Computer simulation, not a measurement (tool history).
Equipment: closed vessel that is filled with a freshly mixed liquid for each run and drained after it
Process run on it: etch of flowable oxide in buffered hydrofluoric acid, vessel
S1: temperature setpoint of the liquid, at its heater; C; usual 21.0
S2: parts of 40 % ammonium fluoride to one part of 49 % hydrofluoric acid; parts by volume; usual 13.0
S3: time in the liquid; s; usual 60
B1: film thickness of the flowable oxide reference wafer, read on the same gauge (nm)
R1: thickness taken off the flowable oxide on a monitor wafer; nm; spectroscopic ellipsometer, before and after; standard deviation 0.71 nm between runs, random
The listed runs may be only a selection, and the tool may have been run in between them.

run,hour,S1,S2,S3,B1,R1
1,0.0,21.0,13.0,60,100.00,153.90
2,38.0,21.0,13.0,60,99.99,152.52
3,65.7,21.0,13.0,60,100.02,150.64
4,106.7,21.0,13.0,50,100.01,126.15
5,134.2,21.0,13.0,50,100.00,124.90
6,172.0,21.0,13.0,50,100.00,125.30
7,215.3,21.0,13.0,70,100.00,174.76
8,245.4,25.0,13.0,60,100.00,187.42
9,289.7,25.0,13.0,60,99.99,184.98
10,344.6,25.0,13.0,60,99.98,183.22
11,399.6,23.0,13.0,60,100.01,164.00
# hour 419.8: thermometer replaced
12,466.8,19.5,13.0,75,100.01,176.79
13,526.5,21.0,15.5,60,99.99,127.99
14,555.0,21.0,13.0,60,99.99,152.74
# hour 568.8: gauge calibrated
15,607.9,17.0,15.0,30,99.99,52.83
# hour 660.6: hydrofluoric acid flow meter replaced
16,663.7,21.0,13.0,50,100.01,143.11
17,727.5,17.0,10.5,50,100.02,139.40
18,792.4,17.0,15.0,30,99.98,58.49
19,837.7,18.0,14.5,80,100.01,170.63
20,875.2,21.0,18.0,80,100.01,162.66
21,985.4,21.0,18.0,80,100.01,161.60

Predict each of these 5 candidate next runs independently; none follows another, all start after run 21:
A,986.1,21.0,13.0,90,?,?
B,986.1,17.0,13.0,30,?,?
C,986.1,18.5,17.0,35,?,?
D,986.1,21.0,9.0,60,?,?
E,986.1,18.0,15.0,75,?,?

run,B1,R1
A,100.01,249.29
B,100.01,66.26
C,100.01,64.67
D,100.01,231.57
E,100.01,152.39
Without the tool's unlogged condition, the same runs would have read:
run,R1
A,262.35
B,69.78
C,68.10
D,241.47
E,160.46

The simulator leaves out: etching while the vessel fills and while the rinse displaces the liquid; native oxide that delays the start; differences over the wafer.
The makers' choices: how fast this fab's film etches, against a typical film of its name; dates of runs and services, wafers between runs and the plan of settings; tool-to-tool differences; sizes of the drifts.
